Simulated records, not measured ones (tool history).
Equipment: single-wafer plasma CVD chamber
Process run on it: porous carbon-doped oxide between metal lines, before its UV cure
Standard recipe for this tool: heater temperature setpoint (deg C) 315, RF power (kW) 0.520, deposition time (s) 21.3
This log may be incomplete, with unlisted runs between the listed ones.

run   hour  heater temperature setpoint (deg C)  RF power (kW)  deposition time (s)  read-back reference wafer on the same gauge, thickness_nm  mean film thickness on the monitor wafer (nm)
  1    0.0                                  315          0.585                 21.3                                                     98.022                                        127.333
  2   27.8                                  315          0.585                 21.3                                                     98.043                                        126.986
  3   51.0                                  315          0.520                 24.2                                                     97.963                                        130.953
  4   71.0                                  315          0.520                 24.2                                                     97.936                                        130.494
  5   88.3                                  315          0.520                 21.3                                                     98.079                                        116.441
  6  122.1                                  315          0.520                 21.3                                                     97.819                                        116.994
  7  138.9                                  315          0.520                 21.3                                                     98.034                                        116.714
  8  171.0                                  315          0.520                 21.3                                                     98.039                                        115.272
  9  194.1                                  315          0.520                 21.3                                                     98.138                                        115.269
 10  218.8                                  315          0.520                 21.3                                                     98.044                                        115.812
 11  254.6                                  315          0.520                 21.3                                                     98.115                                        115.701
     262.0  -- gauge calibrated
 12  283.3                                  315          0.520                 21.3                                                     97.986                                        115.229
     296.8  -- showerhead replaced
 13  312.9                                  315          0.520                 21.3                                                     97.914                                        113.586
 14  342.4                                  303          0.520                 21.3                                                     98.083                                        121.890
 15  364.9                                  315          0.520                 21.3                                                     98.081                                        114.625
 16  382.0                                  324          0.450                 25.4                                                     98.067                                        113.969
 17  416.2                                  315          0.490                 22.8                                                     97.976                                        117.163
     448.8  -- thermocouple changed; heater temperature recalibrated
     451.4  -- RF generator calibrated
 18  451.9                                  315          0.600                 22.9                                                     98.028                                        144.691
 19  466.4                                  315          0.585                 21.3                                                     97.984                                        131.800
 20  489.3                                  315          0.520                 18.7                                                     97.972                                        106.023
 21  508.2                                  321          0.590                 19.4                                                     97.964                                        117.825
 22  541.4                                  315          0.520                 21.3                                                     97.967                                        119.914
 23  561.9                                  320          0.460                 19.2                                                     97.950                                         96.352
 24  593.6                                  329          0.425                 22.4                                                     97.990                                         98.320
 25  620.1                                  315          0.520                 21.3                                                     97.988                                        119.337
 26  645.8                                  302          0.590                 24.0                                                     98.007                                        159.011
 27  673.6                                  301          0.565                 23.1                                                     98.115                                        148.747
 28  701.4                                  315          0.520                 19.3                                                     97.806                                        108.354

Consider 5 possible next runs. They are alternatives, not a sequence: every one starts from the tool as it was left by run 28. What does each give?
  A  701.8                                  310          0.520                 21.3                                                          ?                                              ?
  B  701.8                                  329          0.620                 20.2                                                          ?                                              ?
  C  701.8                                  309          0.565                 21.3                                                          ?                                              ?
  D  701.8                                  320          0.520                 22.4                                                          ?                                              ?
  E  701.8                                  310          0.570                 21.3                                                          ?                                              ?

run  read-back reference wafer on the same gauge, thickness_nm  mean film thickness on the monitor wafer (nm)
  A                                                     98.026                                        122.992
  B                                                     98.026                                        122.001
  C                                                     98.026                                        131.983
  D                                                     98.026                                        122.790
  E                                                     98.026                                        132.186
Without the tool's unlogged condition, the same runs would have read:
run  mean film thickness on the monitor wafer (nm)
  A                                        124.492
  B                                        123.458
  C                                        133.559
  D                                        124.288
  E                                        133.764
